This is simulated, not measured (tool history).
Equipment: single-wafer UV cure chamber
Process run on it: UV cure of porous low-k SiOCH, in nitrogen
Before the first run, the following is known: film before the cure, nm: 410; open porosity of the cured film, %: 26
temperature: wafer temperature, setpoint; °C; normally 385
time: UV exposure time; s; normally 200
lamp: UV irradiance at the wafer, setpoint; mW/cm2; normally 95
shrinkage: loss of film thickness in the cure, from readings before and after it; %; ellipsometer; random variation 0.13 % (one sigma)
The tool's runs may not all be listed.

| run | hour | temperature | time | lamp | shrinkage |
|---|---|---|---|---|---|
| 1 | 0.0 | 385 | 200 | 95 | 11.087 |
|  | 3.4 | quartz window cleaned |
| 2 | 70.5 | 385 | 200 | 95 | 11.136 |
| 3 | 142.2 | 385 | 200 | 95 | 11.111 |
| 4 | 212.1 | 385 | 200 | 95 | 10.963 |
| 5 | 307.5 | 385 | 200 | 95 | 11.263 |
| 6 | 350.5 | 385 | 200 | 95 | 10.995 |
|  | 430.3 | quartz window cleaned |
| 7 | 449.1 | 385 | 200 | 95 | 11.436 |
|  | 530.8 | UV bulbs replaced |
| 8 | 552.3 | 385 | 200 | 95 | 11.077 |
| 9 | 632.4 | 385 | 200 | 95 | 11.031 |
| 10 | 669.8 | 385 | 200 | 95 | 11.107 |
| 11 | 723.5 | 373 | 135 | 76 | 8.243 |
| 12 | 771.3 | 385 | 200 | 110 | 11.945 |
|  | 867.0 | quartz window cleaned |
| 13 | 875.6 | 385 | 200 | 95 | 11.031 |
| 14 | 951.3 | 385 | 200 | 65 | 9.378 |
| 15 | 1031.9 | 385 | 100 | 65 | 6.425 |
| 16 | 1123.8 | 385 | 200 | 95 | 11.070 |
| 17 | 1214.0 | 399 | 200 | 118 | 12.233 |
|  | 1257.2 | quartz window cleaned |
| 18 | 1274.0 | 402 | 200 | 95 | 11.444 |
| 19 | 1333.5 | 367 | 200 | 129 | 12.250 |
| 20 | 1375.9 | 385 | 100 | 95 | 7.873 |

Forecast each of these 5 alternatives for the next run:
| A | 1376.4 | 385 | 200 | 95 | ? |
| B | 1376.4 | 396 | 240 | 95 | ? |
| C | 1376.4 | 385 | 200 | 63 | ? |
| D | 1376.4 | 401 | 100 | 110 | ? |
| E | 1376.4 | 372 | 200 | 95 | ? |

| run | shrinkage |
|---|---|
| A | 11.047 |
| B | 12.092 |
| C | 9.202 |
| D | 8.881 |
| E | 10.804 |
With the hidden condition removed and each run's random variation left untouched, the same runs would have given:
| run | shrinkage |
|---|---|
| A | 11.047 |
| B | 12.092 |
| C | 9.202 |
| D | 8.881 |
| E | 10.804 |
